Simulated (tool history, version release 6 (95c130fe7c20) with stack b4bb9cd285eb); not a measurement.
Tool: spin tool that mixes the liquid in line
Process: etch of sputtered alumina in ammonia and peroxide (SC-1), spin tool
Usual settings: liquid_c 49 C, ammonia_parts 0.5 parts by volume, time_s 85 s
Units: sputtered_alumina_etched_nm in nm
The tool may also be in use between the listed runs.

| run | day | liquid_c | ammonia_parts | time_s | read-back film thickness of the sputtered alumina reference wafer, read on the same gauge (nm) | sputtered_alumina_etched_nm |
|---|---|---|---|---|---|---|
| 1 | 0 | 49 | 0.5 | 85 | 140.01 | 5.03 |
| 2 | 2.608 | 49 | 0.35 | 110 | 140.02 | 6.29 |
| 3 | 5.158 | 44.5 | 0.5 | 85 | 139.98 | 3.86 |
| 4 | 7.588 | 49 | 0.5 | 85 | 140.02 | 5 |
|  | 8 | ammonia flow meter replaced |
| 5 | 9.433 | 49 | 0.5 | 85 | 139.99 | 4.99 |
|  | 11.542 | new drum of ammonia solution connected |
| 6 | 11.717 | 49 | 0.5 | 85 | 140.01 | 4.91 |
| 7 | 13.812 | 49 | 0.5 | 85 | 139.99 | 4.95 |
|  | 13.946 | heated supply line repaired |
| 8 | 15.408 | 49 | 0.5 | 85 | 140.01 | 6.14 |
|  | 16.921 | gauge calibrated |
| 9 | 17.017 | 49 | 0.5 | 85 | 140.01 | 6.22 |
| 10 | 18.275 | 49 | 0.5 | 85 | 139.98 | 6.09 |
| 11 | 20.408 | 49 | 0.5 | 85 | 139.96 | 6.02 |
| 12 | 21.717 | 49 | 0.5 | 125 | 140 | 8.92 |
| 13 | 22.746 | 56.5 | 0.7 | 60 | 140.01 | 6.6 |
| 14 | 25.2 | 57.5 | 0.5 | 55 | 140.02 | 6.1 |
| 15 | 26.254 | 53.5 | 0.45 | 40 | 139.99 | 3.61 |
| 16 | 28.471 | 49 | 0.5 | 85 | 140 | 6.03 |
| 17 | 29.904 | 49 | 0.5 | 85 | 139.99 | 6.02 |
| 18 | 31.254 | 39.5 | 0.5 | 85 | 140.01 | 3.47 |

The next listed run, before its measurement:
| 19 | 33.238 | 44 | 0.25 | 125 | ? | ? |

read-back film thickness of the sputtered alumina reference wafer, read on the same gauge (nm): 140.03
sputtered_alumina_etched_nm: 6.14 nm
Without the tool's hidden state the same run would have given sputtered_alumina_etched_nm 6.46 nm.
